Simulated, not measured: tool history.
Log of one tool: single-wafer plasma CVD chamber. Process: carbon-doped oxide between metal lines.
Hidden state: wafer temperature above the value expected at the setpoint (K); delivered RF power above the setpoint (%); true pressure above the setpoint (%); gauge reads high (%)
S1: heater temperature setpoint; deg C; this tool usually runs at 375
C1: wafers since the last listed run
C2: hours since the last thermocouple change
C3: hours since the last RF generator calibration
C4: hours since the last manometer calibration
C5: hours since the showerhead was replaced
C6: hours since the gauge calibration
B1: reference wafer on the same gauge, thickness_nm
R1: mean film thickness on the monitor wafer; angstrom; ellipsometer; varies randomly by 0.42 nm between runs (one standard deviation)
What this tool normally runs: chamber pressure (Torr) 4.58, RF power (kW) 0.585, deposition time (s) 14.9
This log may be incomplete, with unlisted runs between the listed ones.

Run 1, day 0.000: usual settings but chamber pressure (Torr) 4.34, RF power (kW) 0.615; C1 0; C2 1945.2; C3 1710.2; C4 2546.9; C5 6076.0; C6 489.6; B1 78.503. Result: R1 792.39 angstrom.
Run 2, day 1.892: usual settings but chamber pressure (Torr) 4.34, RF power (kW) 0.615; C1 1276; C2 1990.6; C3 1755.6; C4 2592.3; C5 6121.4; C6 535.0; B1 78.414. Result: R1 783.89 angstrom.
Run 3, day 3.896: usual settings; C1 1352; C2 2038.7; C3 1803.7; C4 2640.4; C5 6169.5; C6 583.1; B1 78.482. Result: R1 775.20 angstrom.
Run 4, day 6.858: usual settings; C1 1999; C2 2109.8; C3 1874.8; C4 2711.5; C5 6240.6; C6 654.2; B1 78.626. Result: R1 769.35 angstrom.
Run 5, day 8.179: usual settings; C1 891; C2 2141.5; C3 1906.5; C4 2743.2; C5 6272.3; C6 685.9; B1 78.518. Result: R1 771.53 angstrom.
Run 6, day 9.321: usual settings; C1 770; C2 2168.9; C3 1933.9; C4 2770.6; C5 6299.7; C6 713.3; B1 78.557. Result: R1 768.29 angstrom.
Run 7, day 10.762: usual settings; C1 973; C2 2203.5; C3 1968.5; C4 2805.2; C5 6334.3; C6 747.9; B1 78.505. Result: R1 778.06 angstrom.
Run 8, day 12.521: usual settings; C1 1186; C2 2245.7; C3 2010.7; C4 2847.4; C5 6376.5; C6 790.1; B1 78.431. Result: R1 768.51 angstrom.
At day 14.238: gauge calibrated.
Run 9, day 15.058: usual settings but chamber pressure (Torr) 4.99; C1 1712; C2 2306.6; C3 2071.6; C4 2908.3; C5 6437.4; C6 19.7; B1 78.602. Result: R1 784.38 angstrom.
Run 10, day 17.996: usual settings; C1 1982; C2 2377.1; C3 2142.1; C4 2978.8; C5 6507.9; C6 90.2; B1 78.562. Result: R1 776.38 angstrom.
At day 18.900: capacitance manometer re-zeroed and calibrated.
Run 11, day 20.279: usual settings; C1 1316; C2 2431.9; C3 2196.9; C4 33.1; C5 6562.7; C6 145.0; B1 78.601. Result: R1 770.51 angstrom.
Run 12, day 23.092: usual settings; C1 1898; C2 2499.4; C3 2264.4; C4 100.6; C5 6630.2; C6 212.5; B1 78.605. Result: R1 775.24 angstrom.
Run 13, day 24.321: usual settings but chamber pressure (Torr) 5.60, RF power (kW) 0.480; C1 829; C2 2528.9; C3 2293.9; C4 130.1; C5 6659.7; C6 242.0; B1 78.376. Result: R1 699.18 angstrom.
At day 25.017: thermocouple changed; heater temperature recalibrated.
Run 14, day 26.483: usual settings; C1 1234; C2 35.2; C3 2345.8; C4 182.0; C5 6711.6; C6 293.9; B1 78.487. Result: R1 778.57 angstrom.
At day 27.533: showerhead replaced.
Run 15, day 27.554: usual settings but S1 381 deg C, chamber pressure (Torr) 4.07, RF power (kW) 0.530; C1 497; C2 60.9; C3 2371.5; C4 207.7; C5 0.5; C6 319.6; B1 78.604. Result: R1 702.42 angstrom.
Run 16, day 28.975: usual settings but S1 370 deg C, chamber pressure (Torr) 5.45, RF power (kW) 0.480, deposition time (s) 12.1; C1 959; C2 95.0; C3 2405.6; C4 241.8; C5 34.6; C6 353.7; B1 78.390. Result: R1 573.94 angstrom.
At day 31.021: RF generator calibrated.
Run 17, day 31.533: usual settings; C1 1501; C2 156.4; C3 12.3; C4 303.2; C5 96.0; C6 415.1; B1 78.604. Result: R1 780.82 angstrom.
Run 18, day 33.162: usual settings but S1 367 deg C; C1 1099; C2 195.5; C3 51.4; C4 342.3; C5 135.1; C6 454.2; B1 78.377. Result: R1 788.57 angstrom.
Run 19, day 35.167: usual settings but S1 370 deg C, chamber pressure (Torr) 5.49, RF power (kW) 0.530, deposition time (s) 17.6; C1 1352; C2 243.6; C3 99.5; C4 390.4; C5 183.2; C6 502.3; B1 78.464. Result: R1 889.45 angstrom.
Run 20, day 36.933: usual settings but S1 361 deg C; C1 1192; C2 286.0; C3 141.9; C4 432.8; C5 225.6; C6 544.7; B1 78.565. Result: R1 797.00 angstrom.
Run 21, day 41.621: usual settings but S1 368 deg C, deposition time (s) 13.5; C1 3163; C2 398.5; C3 254.4; C4 545.3; C5 338.1; C6 657.2; B1 78.473. Result: R1 714.69 angstrom.

Each row is a separate what-if for the run after 21, all from the same tool condition, not one after another. Results?
Run A, day 41.638: usual settings; C1 11; C2 398.9; C3 254.8; C4 545.7; C5 338.5; C6 657.6; B1 ?. Result: R1 ?.
Run B, day 41.638: usual settings but deposition time (s) 16.2; C1 11; C2 398.9; C3 254.8; C4 545.7; C5 338.5; C6 657.6; B1 ?. Result: R1 ?.
Run C, day 41.638: usual settings but chamber pressure (Torr) 5.45, RF power (kW) 0.680, deposition time (s) 16.2; C1 11; C2 398.9; C3 254.8; C4 545.7; C5 338.5; C6 657.6; B1 ?. Result: R1 ?.
Run D, day 41.638: usual settings but S1 363 deg C, chamber pressure (Torr) 4.00, RF power (kW) 0.540; C1 11; C2 398.9; C3 254.8; C4 545.7; C5 338.5; C6 657.6; B1 ?. Result: R1 ?.

run      B1      R1
  A  78.466  773.31
  B  78.466  839.57
  C  78.466  949.33
  D  78.466  738.13
With no hidden state in the tool, these same runs would have given:
run      R1
  A  773.31
  B  839.57
  C  949.33
  D  738.13

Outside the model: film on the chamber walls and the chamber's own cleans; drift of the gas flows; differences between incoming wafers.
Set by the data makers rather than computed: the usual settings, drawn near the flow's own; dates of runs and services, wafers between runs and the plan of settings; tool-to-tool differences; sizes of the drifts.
